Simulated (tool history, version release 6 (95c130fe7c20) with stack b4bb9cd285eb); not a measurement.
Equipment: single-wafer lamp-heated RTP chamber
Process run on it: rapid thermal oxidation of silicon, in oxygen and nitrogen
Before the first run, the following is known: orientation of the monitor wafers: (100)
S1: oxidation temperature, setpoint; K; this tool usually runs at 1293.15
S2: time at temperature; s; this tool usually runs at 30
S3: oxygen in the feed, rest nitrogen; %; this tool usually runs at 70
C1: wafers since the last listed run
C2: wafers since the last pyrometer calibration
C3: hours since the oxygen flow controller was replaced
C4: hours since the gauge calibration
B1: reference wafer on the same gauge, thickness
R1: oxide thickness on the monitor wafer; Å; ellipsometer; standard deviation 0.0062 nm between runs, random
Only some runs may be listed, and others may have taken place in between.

run     day       S1  S2  S3    C1    C2      C3      C4     B1     R1
  1   0.000  1293.15  30  70     0   866   880.7   492.9  4.330  41.89
  2   2.517  1293.15  30  70   570  1436   941.1   553.3  4.332  42.21
  3   5.554  1293.15  30  70   688  2125  1014.0   626.2  4.331  42.29
  4   8.438  1293.15  30  70   653  2779  1083.2   695.4  4.328  42.26
  5  10.654  1293.15  30  70   502  3281  1136.4   748.6  4.331  42.44
  6  12.733  1293.15  30  70   471  3752  1186.3   798.5  4.333  42.33
     13.296  -- pyrometer window cleaned and pyrometer calibrated
  7  17.175  1279.15  27  70   931   879  1292.9   905.1  4.329  36.85
  8  19.183  1293.15  30  70   455  1334  1341.1   953.3  4.329  42.31
  9  22.883  1293.15  30  70   838  2173  1429.9  1042.1  4.330  42.40
     32.650  -- pyrometer window cleaned and pyrometer calibrated
 10  33.808  1293.15  30  70  2401   262  1692.1  1304.3  4.330  42.07
     34.638  -- gauge calibrated
 11  38.238  1293.15  30  70  1004  1266  1798.4    86.4  4.332  42.39
 12  42.712  1293.15  30  70  1014  2281  1905.8   193.8  4.331  42.61
 13  46.796  1293.15  21  70   925  3207  2003.8   291.8  4.332  36.94
     48.854  -- pyrometer window cleaned and pyrometer calibrated
 14  48.875  1317.15  44  47   395     4  2053.7   341.7  4.331  50.86
 15  51.804  1293.15  30  47   664   668  2124.0   412.0  4.330  37.42
 16  54.546  1281.15  20  86   621  1290  2189.8   477.8  4.329  35.52
 17  56.242  1282.15  30  70   384  1674  2230.5   518.5  4.330  39.50
 18  59.125  1281.15  20  86   653  2328  2299.7   587.7  4.333  35.70
 19  61.392  1304.15  17  62   513  2842  2354.1   642.1  4.333  35.45
 20  64.225  1303.15  39  84   642  3484  2422.1   710.1  4.329  54.37
     64.862  -- pyrometer window cleaned and pyrometer calibrated
     65.775  -- oxygen flow controller replaced
 21  66.288  1283.15  39  95   316   247    12.3   759.6  4.331  48.42
 22  69.271  1303.15  38  42   676   923    83.9   831.2  4.328  41.95
 23  77.446  1293.15  30  43  1853  2776   280.1  1027.4  4.326  36.40
     80.808  -- pyrometer window cleaned and pyrometer calibrated
 24  80.908  1279.15  21  48   709    23   363.2  1110.5  4.330  29.98
 25  84.867  1293.15  30  70   897   920   458.2  1205.5  4.330  42.18

Consider 4 possible next runs. They are alternatives, not a sequence: every one starts from the tool as it was left by run 25. What does each give?
  A  84.888  1293.15  30  70   4  925  458.7  1206.0   ?   ?
  B  84.888  1274.15  18  98   4  925  458.7  1206.0   ?   ?
  C  84.888  1281.15  44  93   4  925  458.7  1206.0   ?   ?
  D  84.888  1318.15  23  70   4  925  458.7  1206.0   ?   ?

run     B1     R1
  A  4.329  42.14
  B  4.329  33.84
  C  4.329  50.05
  D  4.329  44.72
Take away the tool's hidden state, keep each run's random variation, and the runs would have read:
run     R1
  A  41.62
  B  33.50
  C  49.48
  D  44.17
